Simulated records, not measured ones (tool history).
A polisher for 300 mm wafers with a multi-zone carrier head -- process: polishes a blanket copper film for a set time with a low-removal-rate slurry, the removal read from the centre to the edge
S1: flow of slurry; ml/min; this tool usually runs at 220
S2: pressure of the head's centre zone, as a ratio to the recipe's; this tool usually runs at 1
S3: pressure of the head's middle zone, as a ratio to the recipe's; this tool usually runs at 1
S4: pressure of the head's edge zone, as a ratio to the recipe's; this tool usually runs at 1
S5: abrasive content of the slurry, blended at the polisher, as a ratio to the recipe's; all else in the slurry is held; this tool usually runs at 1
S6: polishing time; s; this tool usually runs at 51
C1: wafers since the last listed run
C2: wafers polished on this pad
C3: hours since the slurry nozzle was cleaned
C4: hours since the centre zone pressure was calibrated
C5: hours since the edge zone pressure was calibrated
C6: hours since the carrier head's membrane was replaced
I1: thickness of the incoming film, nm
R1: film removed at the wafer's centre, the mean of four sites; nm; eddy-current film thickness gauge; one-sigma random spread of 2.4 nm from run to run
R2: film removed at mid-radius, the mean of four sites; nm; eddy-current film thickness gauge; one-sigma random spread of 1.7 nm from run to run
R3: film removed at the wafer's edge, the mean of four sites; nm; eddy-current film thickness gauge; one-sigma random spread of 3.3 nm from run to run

run 1 day=0 | S1=220 S2=1 S3=1 S4=1 S5=1 S6=41 | C1=0 C2=1962 C3=211.1 C4=558.6 C5=685 C6=291.4 | I1=1527 | R1=174.9 R2=167.4 R3=174
-- day=0.208 centre zone pressure recalibrated
run 2 day=7.675 | S1=220 S2=1 S3=1 S4=1 S5=1 S6=51 | C1=1961 C2=3924 C3=395.3 C4=179.2 C5=869.2 C6=475.6 | I1=1512.1 | R1=205.3 R2=199.7 R3=207.8
-- day=8.492 slurry nozzle cleaned
-- day=9.279 worn pad replaced by a new one
-- day=10.542 edge zone pressure recalibrated
run 3 day=12.142 | S1=220 S2=1 S3=1 S4=1 S5=1 S6=51 | C1=1078 C2=718 C3=87.6 C4=286.4 C5=38.4 C6=582.8 | I1=1509 | R1=219.9 R2=214.2 R3=224.6
run 4 day=15.388 | S1=165 S2=1 S3=1 S4=1 S5=1 S6=51 | C1=838 C2=1556 C3=165.5 C4=364.3 C5=116.3 C6=660.7 | I1=1512.7 | R1=205.4 R2=203.6 R3=213.8
run 5 day=17.862 | S1=165 S2=1 S3=1 S4=1 S5=1 S6=51 | C1=639 C2=2196 C3=224.9 C4=423.7 C5=175.7 C6=720.1 | I1=1507.3 | R1=203.8 R2=199.3 R3=208.4
run 6 day=20.612 | S1=190 S2=1 S3=1 S4=1 S5=0.8 S6=51 | C1=710 C2=2906 C3=290.9 C4=489.7 C5=241.7 C6=786.1 | I1=1504.8 | R1=197.8 R2=190.5 R3=199.7
run 7 day=22.642 | S1=220 S2=1 S3=1 S4=1 S5=1 S6=51 | C1=524 C2=3431 C3=339.6 C4=538.4 C5=290.4 C6=834.8 | I1=1497.2 | R1=207.4 R2=199.4 R3=207.1
-- day=23.896 centre zone pressure recalibrated
-- day=24.325 slurry nozzle cleaned
-- day=24.767 worn pad replaced by a new one
run 8 day=24.954 | S1=220 S2=1.11 S3=1 S4=0.9 S5=0.8 S6=51 | C1=522 C2=48 C3=15.1 C4=25.4 C5=345.9 C6=890.3 | I1=1522.8 | R1=239.5 R2=211 R3=212.3
run 9 day=28.675 | S1=220 S2=1.05 S3=1 S4=1 S5=0.75 S6=51 | C1=961 C2=1010 C3=104.4 C4=114.7 C5=435.2 C6=979.6 | I1=1506.5 | R1=221.8 R2=202.8 R3=210
run 10 day=30.175 | S1=195 S2=1 S3=1 S4=1.04 S5=1 S6=51 | C1=387 C2=1397 C3=140.4 C4=150.7 C5=471.2 C6=1015.6 | I1=1522.9 | R1=210.5 R2=208.9 R3=221.1
run 11 day=32.333 | S1=220 S2=1 S3=1 S4=1 S5=1 S6=51 | C1=557 C2=1955 C3=192.2 C4=202.5 C5=523 C6=1067.4 | I1=1522.9 | R1=214.3 R2=204.9 R3=213.7
-- day=33.625 carrier head's membrane replaced by a new one
run 12 day=36.404 | S1=220 S2=1 S3=1 S4=1 S5=1.15 S6=67 | C1=998 C2=2953 C3=289.9 C4=300.2 C5=620.7 C6=66.7 | I1=1512.4 | R1=280.8 R2=270.8 R3=286.8
run 13 day=38.875 | S1=220 S2=1 S3=1 S4=1 S5=1 S6=51 | C1=638 C2=3592 C3=349.2 C4=359.5 C5=680 C6=126 | I1=1496.8 | R1=203.4 R2=197.9 R3=203.8
-- day=39.867 slurry nozzle cleaned
-- day=40.95 worn pad replaced by a new one
run 14 day=42.946 | S1=220 S2=1 S3=0.94 S4=0.92 S5=0.9 S6=57 | C1=998 C2=515 C3=73.9 C4=457.2 C5=777.7 C6=223.7 | I1=1486.5 | R1=243.1 R2=228 R3=246.3
run 15 day=45.246 | S1=220 S2=0.9 S3=1 S4=0.94 S5=1 S6=51 | C1=594 C2=1110 C3=129.1 C4=512.4 C5=832.9 C6=278.9 | I1=1502.4 | R1=198.5 R2=214.3 R3=215.3
run 16 day=47.133 | S1=220 S2=1 S3=1.08 S4=1 S5=1.15 S6=51 | C1=487 C2=1597 C3=174.4 C4=557.7 C5=878.2 C6=324.2 | I1=1501.1 | R1=225.7 R2=231 R3=221.3
-- day=49.346 centre zone pressure recalibrated
run 17 day=50.475 | S1=220 S2=1 S3=1 S4=1 S5=1 S6=51 | C1=841 C2=2439 C3=254.6 C4=27.1 C5=958.4 C6=404.4 | I1=1509.5 | R1=210.7 R2=202.6 R3=210.6
run 18 day=52.508 | S1=220 S2=1.09 S3=1 S4=1 S5=1 S6=51 | C1=525 C2=2965 C3=303.4 C4=75.9 C5=1007.2 C6=453.2 | I1=1494.9 | R1=230 R2=201.1 R3=214.4
run 19 day=54.962 | S1=220 S2=1 S3=1 S4=0.93 S5=1 S6=51 | C1=634 C2=3599 C3=362.3 C4=134.8 C5=1066.1 C6=512.1 | I1=1522 | R1=204.7 R2=199.6 R3=204.5
run 20 day=56.662 | S1=220 S2=1 S3=1 S4=1 S5=1 S6=51 | C1=439 C2=4038 C3=403.1 C4=175.6 C5=1106.9 C6=552.9 | I1=1535.7 | R1=204.1 R2=199.4 R3=207
-- day=57.162 edge zone pressure recalibrated
run 21 day=58.162 | S1=220 S2=1 S3=1 S4=1 S5=0.8 S6=38 | C1=366 C2=4404 C3=439.1 C4=211.6 C5=24 C6=588.9 | I1=1516.6 | R1=145.5 R2=141.1 R3=148.1
-- day=60.504 slurry nozzle cleaned
-- day=61.296 worn pad replaced by a new one
run 22 day=62.333 | S1=220 S2=1 S3=1.04 S4=1 S5=0.9 S6=46 | C1=1023 C2=268 C3=43.9 C4=311.7 C5=124.1 C6=689 | I1=1521.7 | R1=202.6 R2=198.5 R3=195.9

Hidden state, per run?
deviation of the centre zone's pressure from its setpoint, %: 0 at every run
deviation of the edge zone's pressure from its setpoint, %: 0 at every run
H1: removal rate lost through wear of the pad, %
H2: slurry flow missing at the pad, %
run=1 H1=3.26 H2=32.4
run=2 H1=6.54 H2=39.5
run=3 H1=1.86 H2=19.8
run=4 H1=3.25 H2=29.3
run=5 H1=4.31 H2=33.8
run=6 H1=5.48 H2=37.1
run=7 H1=6.35 H2=38.7
run=8 H1=0.846 H2=4.34
run=9 H1=2.44 H2=21.7
run=10 H1=3.08 H2=26.3
run=11 H1=4 H2=31.1
run=12 H1=5.74 H2=36.6
run=13 H1=6.8 H2=38.5
run=14 H1=1.34 H2=17.1
run=15 H1=2.32 H2=25.1
run=16 H1=3.13 H2=29.7
run=17 H1=4.56 H2=35.1
run=18 H1=5.43 H2=37.2
run=19 H1=6.48 H2=38.9
run=20 H1=7.2 H2=39.7
run=21 H1=7.85 H2=40.3
run=22 H1=1.05 H2=19.8
